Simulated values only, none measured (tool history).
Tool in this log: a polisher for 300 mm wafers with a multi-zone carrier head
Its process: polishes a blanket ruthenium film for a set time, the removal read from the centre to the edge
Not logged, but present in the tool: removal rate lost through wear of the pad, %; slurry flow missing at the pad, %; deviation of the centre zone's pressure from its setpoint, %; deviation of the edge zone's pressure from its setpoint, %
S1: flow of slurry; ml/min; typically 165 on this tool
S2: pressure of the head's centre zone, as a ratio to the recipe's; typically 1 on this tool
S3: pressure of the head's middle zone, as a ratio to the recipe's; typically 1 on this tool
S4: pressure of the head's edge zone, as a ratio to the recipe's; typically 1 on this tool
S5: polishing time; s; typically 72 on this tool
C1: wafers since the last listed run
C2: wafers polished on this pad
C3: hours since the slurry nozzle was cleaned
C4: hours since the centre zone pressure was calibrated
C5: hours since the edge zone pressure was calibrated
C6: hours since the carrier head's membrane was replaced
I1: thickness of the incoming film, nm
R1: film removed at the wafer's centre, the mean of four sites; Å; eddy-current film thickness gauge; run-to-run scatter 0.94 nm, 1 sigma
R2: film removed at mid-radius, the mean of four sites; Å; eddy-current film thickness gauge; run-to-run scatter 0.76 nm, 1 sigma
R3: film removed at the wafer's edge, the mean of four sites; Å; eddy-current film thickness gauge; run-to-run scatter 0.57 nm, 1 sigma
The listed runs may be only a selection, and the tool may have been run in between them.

| run | hour | S1 | S2 | S3 | S4 | S5 | C1 | C2 | C3 | C4 | C5 | C6 | I1 | R1 | R2 | R3 |
|---|---|---|---|---|---|---|---|---|---|---|---|---|---|---|---|---|
| 1 | 0 | 165 | 0.94 | 1 | 1 | 72 | 0 | 1428 | 741.6 | 1152 | 675.6 | 172.4 | 248.8 | 800 | 740 | 743 |
|  | 22.6 | worn pad replaced by a new one |
| 2 | 28.6 | 165 | 0.94 | 1 | 1 | 72 | 269 | 65 | 770.2 | 1180.6 | 704.2 | 201 | 247.9 | 869 | 807 | 811 |
| 3 | 61.6 | 165 | 0.94 | 1 | 1 | 72 | 361 | 426 | 803.2 | 1213.6 | 737.2 | 234 | 248.7 | 864 | 774 | 788 |
| 4 | 73.8 | 165 | 1 | 1 | 1 | 72 | 133 | 560 | 815.4 | 1225.8 | 749.4 | 246.2 | 246.4 | 897 | 781 | 791 |
| 5 | 89.3 | 165 | 1 | 1 | 1 | 72 | 169 | 729 | 830.9 | 1241.3 | 764.9 | 261.7 | 245.8 | 881 | 776 | 773 |
| 6 | 103.6 | 165 | 1 | 1 | 1 | 72 | 156 | 886 | 845.2 | 1255.6 | 779.2 | 276 | 253.2 | 886 | 764 | 770 |
| 7 | 118.7 | 145 | 1 | 0.97 | 1 | 72 | 165 | 1051 | 860.3 | 1270.7 | 794.3 | 291.1 | 254.3 | 843 | 739 | 756 |
| 8 | 133.2 | 185 | 1 | 1 | 1 | 72 | 158 | 1210 | 874.8 | 1285.2 | 808.8 | 305.6 | 246.3 | 872 | 765 | 770 |
|  | 142.7 | worn pad replaced by a new one |
| 9 | 223 | 165 | 1 | 1 | 1 | 72 | 939 | 879 | 964.6 | 1375 | 898.6 | 395.4 | 254.7 | 887 | 784 | 786 |
|  | 235.8 | slurry nozzle cleaned |
| 10 | 239.3 | 165 | 0.96 | 1 | 1 | 72 | 167 | 1046 | 3.5 | 1391.3 | 914.9 | 411.7 | 245.7 | 838 | 762 | 765 |
| 11 | 266.5 | 165 | 1 | 0.92 | 0.97 | 72 | 297 | 1344 | 30.7 | 1418.5 | 942.1 | 438.9 | 250.8 | 867 | 719 | 734 |
| 12 | 284.5 | 165 | 1 | 1 | 1 | 72 | 197 | 1541 | 48.7 | 1436.5 | 960.1 | 456.9 | 246.7 | 854 | 743 | 753 |
|  | 298.4 | worn pad replaced by a new one |
|  | 298.5 | centre zone pressure recalibrated |
|  | 311.1 | carrier head's membrane replaced by a new one |
| 13 | 311.6 | 120 | 1 | 1 | 1 | 72 | 197 | 88 | 75.8 | 13.1 | 987.2 | 0.5 | 250 | 767 | 769 | 769 |
| 14 | 338.1 | 165 | 1.06 | 1 | 1 | 72 | 290 | 378 | 102.3 | 39.6 | 1013.7 | 27 | 249.6 | 874 | 791 | 785 |
| 15 | 366.9 | 225 | 1.09 | 0.95 | 1 | 86 | 315 | 694 | 131.1 | 68.4 | 1042.5 | 55.8 | 248 | 1087 | 927 | 946 |
|  | 378.3 | edge zone pressure recalibrated |
| 16 | 387.6 | 165 | 1 | 1 | 0.96 | 72 | 204 | 898 | 151.8 | 89.1 | 9.3 | 76.5 | 251.1 | 793 | 767 | 749 |
| 17 | 417.9 | 145 | 1 | 1 | 1 | 72 | 331 | 1230 | 182.1 | 119.4 | 39.6 | 106.8 | 249.2 | 782 | 735 | 744 |
|  | 432.6 | worn pad replaced by a new one |
| 18 | 467.5 | 165 | 1 | 1 | 1.04 | 55 | 499 | 382 | 231.7 | 169 | 89.2 | 156.4 | 248.6 | 639 | 604 | 612 |
| 19 | 488.5 | 135 | 1 | 1 | 1 | 72 | 229 | 612 | 252.7 | 190 | 110.2 | 177.4 | 248.3 | 788 | 759 | 758 |
| 20 | 507.6 | 215 | 1 | 0.88 | 1 | 93 | 209 | 821 | 271.8 | 209.1 | 129.3 | 196.5 | 249.9 | 1134 | 956 | 1017 |
| 21 | 522.7 | 165 | 1 | 0.9 | 1.09 | 72 | 165 | 986 | 286.9 | 224.2 | 144.4 | 211.6 | 251.3 | 798 | 720 | 793 |
| 22 | 557.6 | 130 | 0.94 | 1 | 0.9 | 72 | 382 | 1368 | 321.8 | 259.1 | 179.3 | 246.5 | 249.4 | 731 | 716 | 692 |

Predict each of these 4 candidate next runs independently; none follows another, all start after run 22:
| A | 558 | 165 | 1 | 1 | 1 | 87 | 4 | 1373 | 322.2 | 259.5 | 179.7 | 246.9 | 251 | ? | ? | ? |
| B | 558 | 205 | 1 | 1.04 | 1.09 | 52 | 4 | 1373 | 322.2 | 259.5 | 179.7 | 246.9 | 251 | ? | ? | ? |
| C | 558 | 165 | 1 | 1 | 0.93 | 72 | 4 | 1373 | 322.2 | 259.5 | 179.7 | 246.9 | 251 | ? | ? | ? |
| D | 558 | 140 | 0.95 | 1.11 | 1 | 55 | 4 | 1373 | 322.2 | 259.5 | 179.7 | 246.9 | 251 | ? | ? | ? |

| run | R1 | R2 | R3 |
|---|---|---|---|
| A | 966 | 902 | 889 |
| B | 597 | 569 | 567 |
| C | 800 | 747 | 711 |
| D | 564 | 593 | 551 |
Had the tool no hidden state, the same runs would have come out as:
| run | R1 | R2 | R3 |
|---|---|---|---|
| A | 992 | 983 | 969 |
| B | 614 | 620 | 617 |
| C | 821 | 814 | 775 |
| D | 579 | 646 | 600 |
